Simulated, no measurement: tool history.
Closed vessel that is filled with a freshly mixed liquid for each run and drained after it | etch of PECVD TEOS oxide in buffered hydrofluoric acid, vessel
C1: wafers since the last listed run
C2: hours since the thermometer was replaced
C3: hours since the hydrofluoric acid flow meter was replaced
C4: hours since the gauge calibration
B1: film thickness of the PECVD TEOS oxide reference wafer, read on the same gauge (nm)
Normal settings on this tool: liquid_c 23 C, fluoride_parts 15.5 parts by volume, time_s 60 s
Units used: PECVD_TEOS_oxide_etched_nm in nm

{"run": 1, "hour": 0.0, "liquid_c": 23, "fluoride_parts": 15.5, "time_s": 60, "C1": 0, "C2": 2148, "C3": 1310.8, "C4": 822.7, "B1": 80, "PECVD_TEOS_oxide_etched_nm": 80.88}
{"run": 2, "hour": 25.1, "liquid_c": 23, "fluoride_parts": 15.5, "time_s": 60, "C1": 2537, "C2": 2173.1, "C3": 1335.9, "C4": 847.8, "B1": 79.98, "PECVD_TEOS_oxide_etched_nm": 79.7}
{"run": 3, "hour": 54.7, "liquid_c": 23, "fluoride_parts": 15.5, "time_s": 60, "C1": 2992, "C2": 2202.7, "C3": 1365.5, "C4": 877.4, "B1": 80.02, "PECVD_TEOS_oxide_etched_nm": 79.9}
{"run": 4, "hour": 69.6, "liquid_c": 23, "fluoride_parts": 15.5, "time_s": 60, "C1": 1506, "C2": 2217.6, "C3": 1380.4, "C4": 892.3, "B1": 79.98, "PECVD_TEOS_oxide_etched_nm": 81}
{"run": 5, "hour": 86.8, "liquid_c": 23, "fluoride_parts": 15.5, "time_s": 60, "C1": 1738, "C2": 2234.8, "C3": 1397.6, "C4": 909.5, "B1": 80.01, "PECVD_TEOS_oxide_etched_nm": 80.23}
{"run": 6, "hour": 121.1, "liquid_c": 23, "fluoride_parts": 17.5, "time_s": 60, "C1": 3467, "C2": 2269.1, "C3": 1431.9, "C4": 943.8, "B1": 79.99, "PECVD_TEOS_oxide_etched_nm": 70.2}
{"run": 7, "hour": 155.1, "liquid_c": 23, "fluoride_parts": 17.5, "time_s": 60, "C1": 3437, "C2": 2303.1, "C3": 1465.9, "C4": 977.8, "B1": 80, "PECVD_TEOS_oxide_etched_nm": 70.54}
{"run": 8, "hour": 176.0, "liquid_c": 23, "fluoride_parts": 15.5, "time_s": 60, "C1": 2112, "C2": 2324, "C3": 1486.8, "C4": 998.7, "B1": 79.98, "PECVD_TEOS_oxide_etched_nm": 79.32}
{"hour": 178.4, "done": "hydrofluoric acid flow meter replaced"}
{"run": 9, "hour": 209.8, "liquid_c": 21.5, "fluoride_parts": 15.5, "time_s": 85, "C1": 3316, "C2": 2357.8, "C3": 31.4, "C4": 1032.5, "B1": 80, "PECVD_TEOS_oxide_etched_nm": 114.16}
{"run": 10, "hour": 243.3, "liquid_c": 21.5, "fluoride_parts": 20, "time_s": 60, "C1": 3386, "C2": 2391.3, "C3": 64.9, "C4": 1066, "B1": 80.02, "PECVD_TEOS_oxide_etched_nm": 62.13}
{"run": 11, "hour": 262.8, "liquid_c": 23, "fluoride_parts": 11, "time_s": 40, "C1": 1971, "C2": 2410.8, "C3": 84.4, "C4": 1085.5, "B1": 79.97, "PECVD_TEOS_oxide_etched_nm": 80.75}
{"run": 12, "hour": 284.4, "liquid_c": 24.5, "fluoride_parts": 14, "time_s": 40, "C1": 2183, "C2": 2432.4, "C3": 106, "C4": 1107.1, "B1": 80, "PECVD_TEOS_oxide_etched_nm": 70.21}
{"run": 13, "hour": 307.0, "liquid_c": 25, "fluoride_parts": 18.5, "time_s": 60, "C1": 2284, "C2": 2455, "C3": 128.6, "C4": 1129.7, "B1": 79.96, "PECVD_TEOS_oxide_etched_nm": 81.67}
{"run": 14, "hour": 333.0, "liquid_c": 23, "fluoride_parts": 15.5, "time_s": 70, "C1": 2628, "C2": 2481, "C3": 154.6, "C4": 1155.7, "B1": 80, "PECVD_TEOS_oxide_etched_nm": 99.22}
{"hour": 338.4, "done": "gauge calibrated"}
{"hour": 346.5, "done": "thermometer replaced"}
{"run": 15, "hour": 350.5, "liquid_c": 25, "fluoride_parts": 19.5, "time_s": 90, "C1": 1668, "C2": 4, "C3": 172.1, "C4": 12.1, "B1": 79.99, "PECVD_TEOS_oxide_etched_nm": 121.25}
{"run": 16, "hour": 380.8, "liquid_c": 23, "fluoride_parts": 15.5, "time_s": 60, "C1": 3063, "C2": 34.3, "C3": 202.4, "C4": 42.4, "B1": 79.99, "PECVD_TEOS_oxide_etched_nm": 90.95}
{"run": 17, "hour": 411.5, "liquid_c": 23, "fluoride_parts": 11.5, "time_s": 60, "C1": 3103, "C2": 65, "C3": 233.1, "C4": 73.1, "B1": 79.98, "PECVD_TEOS_oxide_etched_nm": 119.59}
{"run": 18, "hour": 516.1, "liquid_c": 23, "fluoride_parts": 15.5, "time_s": 60, "C1": 10574, "C2": 169.6, "C3": 337.7, "C4": 177.7, "B1": 80.01, "PECVD_TEOS_oxide_etched_nm": 89.04}
{"run": 19, "hour": 529.7, "liquid_c": 23, "fluoride_parts": 15.5, "time_s": 60, "C1": 1374, "C2": 183.2, "C3": 351.3, "C4": 191.3, "B1": 80.03, "PECVD_TEOS_oxide_etched_nm": 89.78}
{"run": 20, "hour": 557.5, "liquid_c": 23, "fluoride_parts": 15.5, "time_s": 60, "C1": 2810, "C2": 211, "C3": 379.1, "C4": 219.1, "B1": 79.99, "PECVD_TEOS_oxide_etched_nm": 89.16}
{"run": 21, "hour": 572.9, "liquid_c": 24.5, "fluoride_parts": 18, "time_s": 80, "C1": 1556, "C2": 226.4, "C3": 394.5, "C4": 234.5, "B1": 80.01, "PECVD_TEOS_oxide_etched_nm": 112.44}
{"run": 22, "hour": 587.1, "liquid_c": 24.5, "fluoride_parts": 19, "time_s": 30, "C1": 1435, "C2": 240.6, "C3": 408.7, "C4": 248.7, "B1": 79.97, "PECVD_TEOS_oxide_etched_nm": 39.5}
{"run": 23, "hour": 607.5, "liquid_c": 26.5, "fluoride_parts": 9.5, "time_s": 40, "C1": 2062, "C2": 261, "C3": 429.1, "C4": 269.1, "B1": 80, "PECVD_TEOS_oxide_etched_nm": 115.86}
{"run": 24, "hour": 635.1, "liquid_c": 23, "fluoride_parts": 15.5, "time_s": 60, "C1": 2790, "C2": 288.6, "C3": 456.7, "C4": 296.7, "B1": 79.98, "PECVD_TEOS_oxide_etched_nm": 88.2}
{"run": 25, "hour": 667.9, "liquid_c": 26.5, "fluoride_parts": 18, "time_s": 60, "C1": 3316, "C2": 321.4, "C3": 489.5, "C4": 329.5, "B1": 79.96, "PECVD_TEOS_oxide_etched_nm": 93.26}
{"run": 26, "hour": 684.7, "liquid_c": 26.5, "fluoride_parts": 18, "time_s": 60, "C1": 1698, "C2": 338.2, "C3": 506.3, "C4": 346.3, "B1": 80, "PECVD_TEOS_oxide_etched_nm": 92.67}
{"run": 27, "hour": 703.2, "liquid_c": 21, "fluoride_parts": 11.5, "time_s": 60, "C1": 1870, "C2": 356.7, "C3": 524.8, "C4": 364.8, "B1": 79.97, "PECVD_TEOS_oxide_etched_nm": 106.02}
{"run": 28, "hour": 738.7, "liquid_c": 23, "fluoride_parts": 12, "time_s": 40, "C1": 3589, "C2": 392.2, "C3": 560.3, "C4": 400.3, "B1": 80.02, "PECVD_TEOS_oxide_etched_nm": 76.52}
{"run": 29, "hour": 767.7, "liquid_c": 26.5, "fluoride_parts": 15.5, "time_s": 60, "C1": 2931, "C2": 421.2, "C3": 589.3, "C4": 429.3, "B1": 80.02, "PECVD_TEOS_oxide_etched_nm": 105.89}
{"run": 30, "hour": 797.5, "liquid_c": 23, "fluoride_parts": 15.5, "time_s": 60, "C1": 3012, "C2": 451, "C3": 619.1, "C4": 459.1, "B1": 79.99, "PECVD_TEOS_oxide_etched_nm": 87.15}
{"run": 31, "hour": 814.2, "liquid_c": 23, "fluoride_parts": 15.5, "time_s": 60, "C1": 1688, "C2": 467.7, "C3": 635.8, "C4": 475.8, "B1": 79.98, "PECVD_TEOS_oxide_etched_nm": 86.66}
{"run": 32, "hour": 851.8, "liquid_c": 23, "fluoride_parts": 20, "time_s": 80, "C1": 3801, "C2": 505.3, "C3": 673.4, "C4": 513.4, "B1": 80.01, "PECVD_TEOS_oxide_etched_nm": 91.16}

Branching from run 32: 5 alternative next runs. What would each branch give?
{"run": "A", "hour": 852.5, "liquid_c": 23, "fluoride_parts": 21.5, "time_s": 60, "C1": 70, "C2": 506, "C3": 674.1, "C4": 514.1, "B1": "?", "PECVD_TEOS_oxide_etched_nm": "?"}
{"run": "B", "hour": 852.5, "liquid_c": 21.5, "fluoride_parts": 15.5, "time_s": 60, "C1": 70, "C2": 506, "C3": 674.1, "C4": 514.1, "B1": "?", "PECVD_TEOS_oxide_etched_nm": "?"}
{"run": "C", "hour": 852.5, "liquid_c": 25, "fluoride_parts": 15.5, "time_s": 30, "C1": 70, "C2": 506, "C3": 674.1, "C4": 514.1, "B1": "?", "PECVD_TEOS_oxide_etched_nm": "?"}
{"run": "D", "hour": 852.5, "liquid_c": 23, "fluoride_parts": 20.5, "time_s": 60, "C1": 70, "C2": 506, "C3": 674.1, "C4": 514.1, "B1": "?", "PECVD_TEOS_oxide_etched_nm": "?"}
{"run": "E", "hour": 852.5, "liquid_c": 19, "fluoride_parts": 15.5, "time_s": 60, "C1": 70, "C2": 506, "C3": 674.1, "C4": 514.1, "B1": "?", "PECVD_TEOS_oxide_etched_nm": "?"}

run=A B1=79.95 PECVD_TEOS_oxide_etched_nm=65.68
run=B B1=79.95 PECVD_TEOS_oxide_etched_nm=80.41
run=C B1=79.95 PECVD_TEOS_oxide_etched_nm=48.75
run=D B1=79.95 PECVD_TEOS_oxide_etched_nm=67.87
run=E B1=79.95 PECVD_TEOS_oxide_etched_nm=69.88
Without the tool's hidden state the same runs would have given:
run=A PECVD_TEOS_oxide_etched_nm=69.68
run=B PECVD_TEOS_oxide_etched_nm=86.66
run=C PECVD_TEOS_oxide_etched_nm=52.51
run=D PECVD_TEOS_oxide_etched_nm=72
run=E PECVD_TEOS_oxide_etched_nm=75.34
